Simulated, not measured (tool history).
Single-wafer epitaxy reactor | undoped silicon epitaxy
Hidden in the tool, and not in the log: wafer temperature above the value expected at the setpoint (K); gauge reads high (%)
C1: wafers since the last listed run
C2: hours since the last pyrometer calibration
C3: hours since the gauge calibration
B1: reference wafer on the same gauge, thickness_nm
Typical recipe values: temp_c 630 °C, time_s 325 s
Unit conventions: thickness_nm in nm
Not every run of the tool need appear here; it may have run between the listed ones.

Run 1, hour 0.0: usual settings; C1 0; C2 782.3; C3 75.1; B1 37.001. Result: thickness_nm 37.138 nm.
Run 2, hour 91.0: usual settings but time_s 312 s; C1 355; C2 873.3; C3 166.1; B1 37.024. Result: thickness_nm 35.542 nm.
Run 3, hour 191.4: usual settings but temp_c 619 °C; C1 391; C2 973.7; C3 266.5; B1 36.991. Result: thickness_nm 30.086 nm.
Run 4, hour 236.4: usual settings; C1 175; C2 1018.7; C3 311.5; B1 37.043. Result: thickness_nm 37.746 nm.
Run 5, hour 317.6: usual settings; C1 316; C2 1099.9; C3 392.7; B1 37.003. Result: thickness_nm 37.658 nm.
Run 6, hour 392.0: usual settings; C1 290; C2 1174.3; C3 467.1; B1 36.977. Result: thickness_nm 38.063 nm.
At hour 421.3: gauge calibrated.
Run 7, hour 455.9: usual settings but time_s 354 s; C1 249; C2 1238.2; C3 34.6; B1 37.001. Result: thickness_nm 41.071 nm.
At hour 499.3: pyrometer calibrated.
Run 8, hour 526.2: usual settings; C1 243; C2 26.9; C3 104.9; B1 37.016. Result: thickness_nm 35.328 nm.
Run 9, hour 615.4: usual settings but temp_c 637 °C, time_s 298 s; C1 348; C2 116.1; C3 194.1; B1 36.945. Result: thickness_nm 37.442 nm.
Run 10, hour 712.0: usual settings but temp_c 640 °C, time_s 284 s; C1 376; C2 212.7; C3 290.7; B1 37.016. Result: thickness_nm 38.364 nm.
Run 11, hour 756.8: usual settings but temp_c 643 °C, time_s 286 s; C1 174; C2 257.5; C3 335.5; B1 37.003. Result: thickness_nm 40.837 nm.
Run 12, hour 803.6: usual settings but temp_c 642 °C, time_s 343 s; C1 182; C2 304.3; C3 382.3; B1 37.004. Result: thickness_nm 48.122 nm.
Run 13, hour 882.8: usual settings but temp_c 640 °C; C1 309; C2 383.5; C3 461.5; B1 36.953. Result: thickness_nm 44.238 nm.
Run 14, hour 956.0: usual settings but temp_c 643 °C, time_s 286 s; C1 285; C2 456.7; C3 534.7; B1 36.983. Result: thickness_nm 41.938 nm.

Branching from run 14: 5 alternative next runs. What would each branch give?
Run A, hour 956.5: usual settings but time_s 379 s; C1 1; C2 457.2; C3 535.2; B1 ?. Result: thickness_nm ?.
Run B, hour 956.5: usual settings but time_s 373 s; C1 1; C2 457.2; C3 535.2; B1 ?. Result: thickness_nm ?.
Run C, hour 956.5: usual settings but temp_c 623 °C, time_s 308 s; C1 1; C2 457.2; C3 535.2; B1 ?. Result: thickness_nm ?.
Run D, hour 956.5: usual settings but temp_c 642 °C, time_s 359 s; C1 1; C2 457.2; C3 535.2; B1 ?. Result: thickness_nm ?.
Run E, hour 956.5: usual settings but time_s 378 s; C1 1; C2 457.2; C3 535.2; B1 ?. Result: thickness_nm ?.

run      B1  thickness_nm
  A  36.982        42.227
  B  36.982        41.559
  C  36.982        29.807
  D  36.982        50.702
  E  36.982        42.116
Without the tool's hidden state the same runs would have given:
run  thickness_nm
  A        41.330
  B        40.676
  C        29.165
  D        49.649
  E        41.221
